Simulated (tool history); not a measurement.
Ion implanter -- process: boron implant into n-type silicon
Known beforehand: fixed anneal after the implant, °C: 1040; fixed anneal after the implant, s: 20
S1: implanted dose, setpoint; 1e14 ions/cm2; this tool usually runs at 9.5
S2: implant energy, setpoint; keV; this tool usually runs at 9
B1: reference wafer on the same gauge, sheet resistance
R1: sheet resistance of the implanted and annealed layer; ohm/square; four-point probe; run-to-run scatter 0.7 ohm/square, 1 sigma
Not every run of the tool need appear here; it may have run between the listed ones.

Run 1, hour 0: usual settings; B1 120.92. Result: R1 131.77 ohm/square.
Run 2, hour 49.7: usual settings but S2 10 keV; B1 121.07. Result: R1 131.21 ohm/square.
Run 3, hour 65.1: usual settings; B1 120.97. Result: R1 132.73 ohm/square.
Run 4, hour 81.2: usual settings but S2 11.5 keV; B1 121.16. Result: R1 128.89 ohm/square.
Run 5, hour 94.4: usual settings but S2 11.5 keV; B1 121.25. Result: R1 130.37 ohm/square.
Run 6, hour 105.2: usual settings but S1 7.37 1e14 ions/cm2; B1 120.96. Result: R1 166.62 ohm/square.
Run 7, hour 107.7: usual settings; B1 120.9. Result: R1 135.19 ohm/square.
Run 8, hour 114.7: usual settings; B1 121.26. Result: R1 135.66 ohm/square.
Run 9, hour 126.5: usual settings; B1 121.15. Result: R1 134.61 ohm/square.
Run 10, hour 140.1: usual settings; B1 121.11. Result: R1 136 ohm/square.
Run 11, hour 154.9: usual settings but S1 10.94 1e14 ions/cm2; B1 121.08. Result: R1 121.8 ohm/square.
Run 12, hour 171.7: usual settings but S1 10.94 1e14 ions/cm2; B1 121.12. Result: R1 122.31 ohm/square.
Run 13, hour 180.1: usual settings but S1 8.46 1e14 ions/cm2; B1 120.91. Result: R1 149.74 ohm/square.
Run 14, hour 190.5: usual settings but S1 8.46 1e14 ions/cm2; B1 120.98. Result: R1 150.39 ohm/square.
Run 15, hour 198.3: usual settings but S1 8.01 1e14 ions/cm2, S2 11.5 keV; B1 121.07. Result: R1 153.08 ohm/square.
Run 16, hour 209.5: usual settings; B1 120.66. Result: R1 129.41 ohm/square.
Run 17, hour 227.3: usual settings; B1 120.59. Result: R1 130.75 ohm/square.
Run 18, hour 244.2: usual settings but S1 12.05 1e14 ions/cm2, S2 11.5 keV; B1 121.22. Result: R1 105.37 ohm/square.
Run 19, hour 257.4: usual settings but S1 10.69 1e14 ions/cm2, S2 8 keV; B1 121.11. Result: R1 121.56 ohm/square.
Run 20, hour 265.2: usual settings but S1 11.21 1e14 ions/cm2; B1 121.17. Result: R1 115.39 ohm/square.
Run 21, hour 282.6: usual settings but S1 11.91 1e14 ions/cm2; B1 120.96. Result: R1 110.42 ohm/square.
Run 22, hour 297.1: usual settings but S1 10.79 1e14 ions/cm2, S2 6.5 keV; B1 120.8. Result: R1 127.44 ohm/square.
Run 23, hour 309.4: usual settings but S1 11.38 1e14 ions/cm2; B1 121.13. Result: R1 113.25 ohm/square.
Run 24, hour 322.2: usual settings but S1 11.21 1e14 ions/cm2; B1 121.13. Result: R1 115.72 ohm/square.
Run 25, hour 336.9: usual settings but S1 12.05 1e14 ions/cm2, S2 11.5 keV; B1 120.99. Result: R1 106.5 ohm/square.
Run 26, hour 346.7: usual settings but S1 11.89 1e14 ions/cm2, S2 7.5 keV; B1 121.17. Result: R1 115.57 ohm/square.
Run 27, hour 360: usual settings but S1 7.08 1e14 ions/cm2, S2 10 keV; B1 120.91. Result: R1 165.35 ohm/square.
Run 28, hour 376.5: usual settings but S1 10.64 1e14 ions/cm2, S2 7 keV; B1 121.21. Result: R1 126.1 ohm/square.
Run 29, hour 385.8: usual settings but S1 11.74 1e14 ions/cm2; B1 120.78. Result: R1 111.45 ohm/square.
Run 30, hour 392.9: usual settings but S1 8.32 1e14 ions/cm2; B1 121.05. Result: R1 143.5 ohm/square.
Run 31, hour 402: usual settings but S1 10.72 1e14 ions/cm2, S2 11.5 keV; B1 121.04. Result: R1 114.37 ohm/square.
Run 32, hour 408.2: usual settings but S1 12.32 1e14 ions/cm2, S2 8 keV; B1 121.05. Result: R1 111.58 ohm/square.
Run 33, hour 418: usual settings but S1 8.2 1e14 ions/cm2, S2 6 keV; B1 121.2. Result: R1 155.16 ohm/square.
Run 34, hour 424.5: usual settings but S1 10.86 1e14 ions/cm2, S2 10 keV; B1 121.15. Result: R1 116.89 ohm/square.
Run 35, hour 431.5: usual settings but S1 7.54 1e14 ions/cm2; B1 120.82. Result: R1 160.02 ohm/square.
Run 36, hour 441.6: usual settings but S2 6.5 keV; B1 120.79. Result: R1 136.87 ohm/square.

Removed from this log: 5 entries logged between the listed runs. Between which two listed runs does each belong, and how does the tool's hidden state at the listed run before it compare with that at the listed run after it?
Between runs 3 and 4: gauge calibrated (hour 70.7)
  deviation of the true dose from the Faraday cup's reading, %: -3.73 -> -3.82
  what was measured, less what the result would be without the hidden state, R1: +3.89 -> +4.09 ohm/square
Between runs 5 and 6: Faraday cup replaced and dose calibrated (hour 104.7)
  deviation of the true dose from the Faraday cup's reading, %: -3.89 -> -5.97
  what was measured, less what the result would be without the hidden state, R1: +4.21 -> +8.6 ohm/square
Between runs 15 and 16: Faraday cup replaced and dose calibrated, repeated, since the last time left the tool worse (hour 207.1)
  deviation of the true dose from the Faraday cup's reading, %: -6.46 -> -0.647
  what was measured, less what the result would be without the hidden state, R1: +8.64 -> +0.65 ohm/square
Between runs 20 and 21: extraction supply calibrated (hour 279.6)
  deviation of the true dose from the Faraday cup's reading, %: -0.942 -> -1.03
  what was measured, less what the result would be without the hidden state, R1: +0.74 -> +0.73 ohm/square
Between runs 28 and 29: gauge calibrated (hour 384.9)
  deviation of the true dose from the Faraday cup's reading, %: -1.53 -> -1.58
  what was measured, less what the result would be without the hidden state, R1: +1.25 -> +1.15 ohm/square

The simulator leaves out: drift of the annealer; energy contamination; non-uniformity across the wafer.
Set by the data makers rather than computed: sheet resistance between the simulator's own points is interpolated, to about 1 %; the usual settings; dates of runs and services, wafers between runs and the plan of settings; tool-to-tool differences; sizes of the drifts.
